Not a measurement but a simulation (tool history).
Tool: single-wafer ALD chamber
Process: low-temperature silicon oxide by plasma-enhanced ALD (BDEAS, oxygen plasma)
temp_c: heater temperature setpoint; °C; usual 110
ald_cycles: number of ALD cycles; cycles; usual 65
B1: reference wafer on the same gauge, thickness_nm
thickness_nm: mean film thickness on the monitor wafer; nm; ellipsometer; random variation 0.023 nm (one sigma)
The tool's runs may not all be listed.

Run 1, hour 0.0: usual settings but ald_cycles 72 cycles; B1 10.067. Result: thickness_nm 9.411 nm.
Run 2, hour 21.8: usual settings but ald_cycles 72 cycles; B1 10.075. Result: thickness_nm 9.320 nm.
Run 3, hour 44.7: usual settings but ald_cycles 72 cycles; B1 10.069. Result: thickness_nm 9.373 nm.
Run 4, hour 67.6: usual settings; B1 10.066. Result: thickness_nm 8.455 nm.
Run 5, hour 99.1: usual settings; B1 10.063. Result: thickness_nm 8.425 nm.
Run 6, hour 124.5: usual settings; B1 10.070. Result: thickness_nm 8.448 nm.
Run 7, hour 157.9: usual settings; B1 10.072. Result: thickness_nm 8.460 nm.
Run 8, hour 177.7: usual settings; B1 10.062. Result: thickness_nm 8.435 nm.
Run 9, hour 208.4: usual settings; B1 10.071. Result: thickness_nm 8.407 nm.
Run 10, hour 239.6: usual settings but ald_cycles 61 cycles; B1 10.069. Result: thickness_nm 7.945 nm.
Run 11, hour 259.8: usual settings but ald_cycles 61 cycles; B1 10.062. Result: thickness_nm 7.932 nm.
Run 12, hour 284.9: usual settings; B1 10.062. Result: thickness_nm 8.467 nm.
Run 13, hour 306.6: usual settings; B1 10.075. Result: thickness_nm 8.480 nm.
Run 14, hour 330.8: usual settings; B1 10.067. Result: thickness_nm 8.429 nm.
Run 15, hour 361.7: usual settings but temp_c 95 °C, ald_cycles 56 cycles; B1 10.066. Result: thickness_nm 7.548 nm.
At hour 378.0: thermocouple changed; heater temperature recalibrated.
Run 16, hour 380.8: usual settings; B1 10.072. Result: thickness_nm 8.437 nm.
Run 17, hour 404.7: usual settings but temp_c 120 °C, ald_cycles 55 cycles; B1 10.068. Result: thickness_nm 7.035 nm.
Run 18, hour 420.8: usual settings but temp_c 100 °C, ald_cycles 75 cycles; B1 10.058. Result: thickness_nm 9.927 nm.
Run 19, hour 446.4: usual settings but temp_c 115 °C, ald_cycles 56 cycles; B1 10.068. Result: thickness_nm 7.193 nm.
Run 20, hour 481.9: usual settings but temp_c 102 °C, ald_cycles 59 cycles; B1 10.074. Result: thickness_nm 7.738 nm.
At hour 483.6: gauge calibrated.
Run 21, hour 497.3: usual settings; B1 10.076. Result: thickness_nm 8.421 nm.
Run 22, hour 510.3: usual settings but ald_cycles 76 cycles; B1 10.067. Result: thickness_nm 9.902 nm.
Run 23, hour 585.9: usual settings but temp_c 123 °C; B1 10.063. Result: thickness_nm 8.257 nm.
Run 24, hour 609.2: usual settings but ald_cycles 55 cycles; B1 10.073. Result: thickness_nm 7.180 nm.

Forecast run 25:
Run 25, hour 644.8: usual settings; B1 ?. Result: thickness_nm ?.

{"run 25": {"B1": 10.083, "thickness_nm": 8.391}}
Without the tool's hidden state the same run would have given thickness_nm 8.391 nm.
